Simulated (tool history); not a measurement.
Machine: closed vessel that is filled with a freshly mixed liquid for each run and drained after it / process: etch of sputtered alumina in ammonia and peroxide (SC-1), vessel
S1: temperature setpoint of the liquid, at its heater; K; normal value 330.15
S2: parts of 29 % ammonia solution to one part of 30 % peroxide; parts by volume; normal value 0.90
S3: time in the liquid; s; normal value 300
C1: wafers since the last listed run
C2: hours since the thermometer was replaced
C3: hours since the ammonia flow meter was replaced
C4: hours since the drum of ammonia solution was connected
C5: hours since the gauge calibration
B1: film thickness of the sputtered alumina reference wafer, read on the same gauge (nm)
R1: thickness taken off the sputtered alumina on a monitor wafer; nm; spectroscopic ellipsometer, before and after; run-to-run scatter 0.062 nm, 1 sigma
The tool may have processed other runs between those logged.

| run | hour | S1 | S2 | S3 | C1 | C2 | C3 | C4 | C5 | B1 | R1 |
|---|---|---|---|---|---|---|---|---|---|---|---|
| 1 | 0.0 | 330.15 | 0.90 | 300 | 0 | 1411.9 | 1663.9 | 157.0 | 207.3 | 50.00 | 27.16 |
| 2 | 12.5 | 330.15 | 0.90 | 300 | 1427 | 1424.4 | 1676.4 | 169.5 | 219.8 | 49.99 | 27.12 |
| 3 | 43.0 | 334.65 | 0.90 | 300 | 3484 | 1454.9 | 1706.9 | 200.0 | 250.3 | 49.96 | 34.03 |
| 4 | 70.9 | 334.65 | 0.90 | 300 | 3187 | 1482.8 | 1734.8 | 227.9 | 278.2 | 49.97 | 34.13 |
| 5 | 133.6 | 330.15 | 0.90 | 300 | 7162 | 1545.5 | 1797.5 | 290.6 | 340.9 | 49.99 | 27.15 |
| 6 | 162.7 | 330.15 | 0.90 | 300 | 3324 | 1574.6 | 1826.6 | 319.7 | 370.0 | 50.01 | 27.23 |
| 7 | 188.7 | 330.15 | 0.90 | 300 | 2970 | 1600.6 | 1852.6 | 345.7 | 396.0 | 50.00 | 27.34 |
| 8 | 214.5 | 330.15 | 0.90 | 300 | 2947 | 1626.4 | 1878.4 | 371.5 | 421.8 | 50.03 | 27.20 |
|  | 220.1 | ammonia flow meter replaced |
|  | 228.2 | thermometer replaced |
| 9 | 233.3 | 330.15 | 0.90 | 300 | 1919 | 5.1 | 13.2 | 390.3 | 440.6 | 49.99 | 25.66 |
| 10 | 257.5 | 330.15 | 0.90 | 300 | 2764 | 29.3 | 37.4 | 414.5 | 464.8 | 50.00 | 25.91 |
| 11 | 280.7 | 339.15 | 0.90 | 300 | 2650 | 52.5 | 60.6 | 437.7 | 488.0 | 49.99 | 40.79 |
|  | 291.0 | gauge calibrated |
| 12 | 315.6 | 330.15 | 1.15 | 300 | 3986 | 87.4 | 95.5 | 472.6 | 24.6 | 50.00 | 26.51 |
| 13 | 332.7 | 320.65 | 1.20 | 250 | 1953 | 104.5 | 112.6 | 489.7 | 41.7 | 49.96 | 13.24 |
|  | 379.2 | new drum of ammonia solution connected |
| 14 | 382.8 | 330.15 | 0.75 | 300 | 5608 | 154.6 | 162.7 | 3.6 | 91.8 | 50.03 | 25.74 |
| 15 | 402.0 | 334.65 | 0.90 | 300 | 2193 | 173.8 | 181.9 | 22.8 | 111.0 | 49.97 | 32.94 |
| 16 | 421.3 | 330.15 | 0.90 | 300 | 2204 | 193.1 | 201.2 | 42.1 | 130.3 | 49.98 | 26.20 |
| 17 | 455.0 | 334.65 | 1.20 | 300 | 3849 | 226.8 | 234.9 | 75.8 | 164.0 | 49.95 | 33.89 |
| 18 | 480.6 | 330.15 | 1.20 | 300 | 2924 | 252.4 | 260.5 | 101.4 | 189.6 | 49.99 | 27.02 |
| 19 | 506.3 | 337.65 | 0.90 | 410 | 2935 | 278.1 | 286.2 | 127.1 | 215.3 | 50.01 | 52.37 |
| 20 | 525.1 | 333.15 | 0.90 | 300 | 2147 | 296.9 | 305.0 | 145.9 | 234.1 | 50.00 | 30.76 |
| 21 | 550.7 | 324.65 | 1.20 | 420 | 2924 | 322.5 | 330.6 | 171.5 | 259.7 | 50.05 | 28.19 |

What if the next run were any one of these 4? Each begins from the tool's condition after run 21:
| A | 551.4 | 330.15 | 0.50 | 300 | 79 | 323.2 | 331.3 | 172.2 | 260.4 | ? | ? |
| B | 551.4 | 330.15 | 0.70 | 300 | 79 | 323.2 | 331.3 | 172.2 | 260.4 | ? | ? |
| C | 551.4 | 323.65 | 1.20 | 455 | 79 | 323.2 | 331.3 | 172.2 | 260.4 | ? | ? |
| D | 551.4 | 326.15 | 0.75 | 400 | 79 | 323.2 | 331.3 | 172.2 | 260.4 | ? | ? |

| run | B1 | R1 |
|---|---|---|
| A | 50.00 | 24.87 |
| B | 50.00 | 25.67 |
| C | 50.00 | 28.96 |
| D | 50.00 | 27.88 |
With the hidden condition removed and each run's random variation left untouched, the same runs would have given:
| run | R1 |
|---|---|
| A | 24.50 |
| B | 25.30 |
| C | 28.51 |
| D | 27.45 |

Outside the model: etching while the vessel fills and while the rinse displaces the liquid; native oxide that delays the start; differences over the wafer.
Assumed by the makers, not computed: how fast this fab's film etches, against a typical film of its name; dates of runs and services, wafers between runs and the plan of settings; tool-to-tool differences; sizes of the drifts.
